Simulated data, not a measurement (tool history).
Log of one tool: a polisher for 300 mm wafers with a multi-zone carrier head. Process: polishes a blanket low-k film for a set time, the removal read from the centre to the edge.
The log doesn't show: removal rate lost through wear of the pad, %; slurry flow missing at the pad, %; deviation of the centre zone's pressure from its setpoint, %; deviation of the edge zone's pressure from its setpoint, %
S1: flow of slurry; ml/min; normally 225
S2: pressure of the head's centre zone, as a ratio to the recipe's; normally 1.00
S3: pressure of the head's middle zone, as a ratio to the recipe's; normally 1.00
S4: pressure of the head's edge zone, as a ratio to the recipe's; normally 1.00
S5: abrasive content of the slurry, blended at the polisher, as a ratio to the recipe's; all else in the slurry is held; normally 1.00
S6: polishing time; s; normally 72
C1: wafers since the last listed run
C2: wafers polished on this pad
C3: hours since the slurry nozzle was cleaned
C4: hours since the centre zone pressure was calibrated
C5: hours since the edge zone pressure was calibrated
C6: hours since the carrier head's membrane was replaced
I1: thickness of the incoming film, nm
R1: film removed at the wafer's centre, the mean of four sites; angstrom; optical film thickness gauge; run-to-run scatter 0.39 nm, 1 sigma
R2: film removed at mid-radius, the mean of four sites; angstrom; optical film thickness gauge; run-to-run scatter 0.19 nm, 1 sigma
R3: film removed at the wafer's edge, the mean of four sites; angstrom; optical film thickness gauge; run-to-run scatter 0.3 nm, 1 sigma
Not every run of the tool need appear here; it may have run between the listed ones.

run 1 hour=0.0 | S1=225 S2=1.00 S3=1.00 S4=1.00 S5=0.90 S6=72 | C1=0 C2=521 C3=614.6 C4=1249.5 C5=1254.3 C6=760.7 | I1=358.1 | R1=246 R2=240 R3=239
run 2 hour=12.1 | S1=225 S2=1.00 S3=1.00 S4=1.00 S5=1.00 S6=72 | C1=170 C2=691 C3=626.7 C4=1261.6 C5=1266.4 C6=772.8 | I1=360.9 | R1=250 R2=246 R3=250
run 3 hour=25.2 | S1=225 S2=1.00 S3=1.00 S4=1.00 S5=1.00 S6=72 | C1=184 C2=875 C3=639.8 C4=1274.7 C5=1279.5 C6=785.9 | I1=365.5 | R1=248 R2=246 R3=243
-- hour=41.0 worn pad replaced by a new one
run 4 hour=41.5 | S1=225 S2=1.00 S3=1.00 S4=1.00 S5=1.00 S6=72 | C1=172 C2=6 C3=656.1 C4=1291.0 C5=1295.8 C6=802.2 | I1=358.5 | R1=263 R2=261 R3=261
run 5 hour=47.6 | S1=225 S2=1.00 S3=1.00 S4=1.00 S5=1.00 S6=72 | C1=85 C2=92 C3=662.2 C4=1297.1 C5=1301.9 C6=808.3 | I1=353.3 | R1=264 R2=258 R3=262
run 6 hour=58.0 | S1=225 S2=1.00 S3=1.00 S4=1.00 S5=1.00 S6=72 | C1=146 C2=238 C3=672.6 C4=1307.5 C5=1312.3 C6=818.7 | I1=360.3 | R1=259 R2=258 R3=254
run 7 hour=73.2 | S1=225 S2=1.00 S3=1.00 S4=1.00 S5=1.00 S6=72 | C1=213 C2=452 C3=687.8 C4=1322.7 C5=1327.5 C6=833.9 | I1=363.1 | R1=250 R2=252 R3=249
run 8 hour=81.5 | S1=225 S2=1.00 S3=1.00 S4=1.00 S5=1.00 S6=96 | C1=116 C2=569 C3=696.1 C4=1331.0 C5=1335.8 C6=842.2 | I1=358.1 | R1=338 R2=332 R3=335
run 9 hour=91.0 | S1=225 S2=1.00 S3=1.00 S4=1.00 S5=0.75 S6=72 | C1=133 C2=702 C3=705.6 C4=1340.5 C5=1345.3 C6=851.7 | I1=361.8 | R1=219 R2=226 R3=227
run 10 hour=106.2 | S1=225 S2=1.00 S3=1.00 S4=1.00 S5=1.00 S6=72 | C1=213 C2=916 C3=720.8 C4=1355.7 C5=1360.5 C6=866.9 | I1=360.6 | R1=247 R2=244 R3=247
run 11 hour=116.7 | S1=150 S2=1.00 S3=1.10 S4=1.00 S5=1.15 S6=72 | C1=147 C2=1063 C3=731.3 C4=1366.2 C5=1371.0 C6=877.4 | I1=359.7 | R1=234 R2=258 R3=246
-- hour=122.9 worn pad replaced by a new one
-- hour=124.0 slurry nozzle cleaned
run 12 hour=124.5 | S1=225 S2=1.00 S3=1.00 S4=1.00 S5=1.00 S6=72 | C1=39 C2=8 C3=0.5 C4=1374.0 C5=1378.8 C6=885.2 | I1=355.8 | R1=263 R2=262 R3=265
-- hour=134.4 carrier head's membrane replaced by a new one
run 13 hour=134.9 | S1=225 S2=1.00 S3=1.00 S4=0.97 S5=0.75 S6=79 | C1=75 C2=84 C3=10.9 C4=1384.4 C5=1389.2 C6=0.5 | I1=365.6 | R1=262 R2=258 R3=255
run 14 hour=141.7 | S1=165 S2=1.00 S3=1.09 S4=1.00 S5=1.00 S6=72 | C1=95 C2=179 C3=17.7 C4=1391.2 C5=1396.0 C6=7.3 | I1=357.8 | R1=251 R2=265 R3=249
run 15 hour=148.9 | S1=225 S2=1.00 S3=1.00 S4=1.00 S5=1.25 S6=95 | C1=101 C2=281 C3=24.9 C4=1398.4 C5=1403.2 C6=14.5 | I1=352.5 | R1=360 R2=357 R3=365
-- hour=162.6 edge zone pressure recalibrated
-- hour=165.5 centre zone pressure recalibrated
run 16 hour=166.9 | S1=225 S2=1.00 S3=1.03 S4=1.00 S5=1.00 S6=72 | C1=196 C2=477 C3=42.9 C4=1.4 C5=4.3 C6=32.5 | I1=356.7 | R1=253 R2=254 R3=251
run 17 hour=181.8 | S1=225 S2=1.00 S3=1.00 S4=1.00 S5=1.00 S6=72 | C1=209 C2=687 C3=57.8 C4=16.3 C5=19.2 C6=47.4 | I1=356.3 | R1=252 R2=243 R3=248
-- hour=200.0 worn pad replaced by a new one
run 18 hour=200.5 | S1=225 S2=1.00 S3=1.03 S4=1.05 S5=1.00 S6=72 | C1=206 C2=6 C3=76.5 C4=35.0 C5=37.9 C6=66.1 | I1=363.2 | R1=257 R2=266 R3=268
run 19 hour=208.3 | S1=250 S2=1.00 S3=1.10 S4=1.00 S5=1.00 S6=72 | C1=109 C2=116 C3=84.3 C4=42.8 C5=45.7 C6=73.9 | I1=360.3 | R1=265 R2=282 R3=266
run 20 hour=217.1 | S1=225 S2=1.00 S3=1.00 S4=1.00 S5=1.00 S6=72 | C1=123 C2=240 C3=93.1 C4=51.6 C5=54.5 C6=82.7 | I1=362.9 | R1=258 R2=256 R3=259
run 21 hour=244.8 | S1=225 S2=1.00 S3=1.00 S4=1.00 S5=1.00 S6=72 | C1=389 C2=629 C3=120.8 C4=79.3 C5=82.2 C6=110.4 | I1=358.4 | R1=249 R2=247 R3=250
run 22 hour=257.2 | S1=225 S2=0.93 S3=0.95 S4=1.00 S5=1.00 S6=72 | C1=174 C2=803 C3=133.2 C4=91.7 C5=94.6 C6=122.8 | I1=360.7 | R1=233 R2=235 R3=246
-- hour=277.9 worn pad replaced by a new one
run 23 hour=303.0 | S1=275 S2=1.00 S3=1.10 S4=0.95 S5=0.80 S6=72 | C1=587 C2=352 C3=179.0 C4=137.5 C5=140.4 C6=168.6 | I1=357.7 | R1=242 R2=262 R3=234

A few steps of R1 between consecutive runs. Split each: what settings, incoming material and random variation would produce without the hidden state, and what is left over for the hidden state, along with gauge scatter present in only one of the two compared results (measured, and without hidden state):
Run 3 -> 4: worn pad replaced by a new one. R1 +15 angstrom: hidden state +17, all else -2.
Run 8 -> 9: S5 1.00 -> 0.75, S6 96 -> 72. R1 -119 angstrom: hidden state +4, all else -123.
Run 11 -> 12: S1 150 -> 225, S3 1.10 -> 1.00, S5 1.15 -> 1.00, worn pad replaced by a new one, slurry nozzle cleaned. R1 +29 angstrom: hidden state +20, all else +9.
Run 14 -> 15: S1 165 -> 225, S3 1.09 -> 1.00, S5 1.00 -> 1.25, S6 72 -> 95. R1 +109 angstrom: hidden state -6, all else +115.
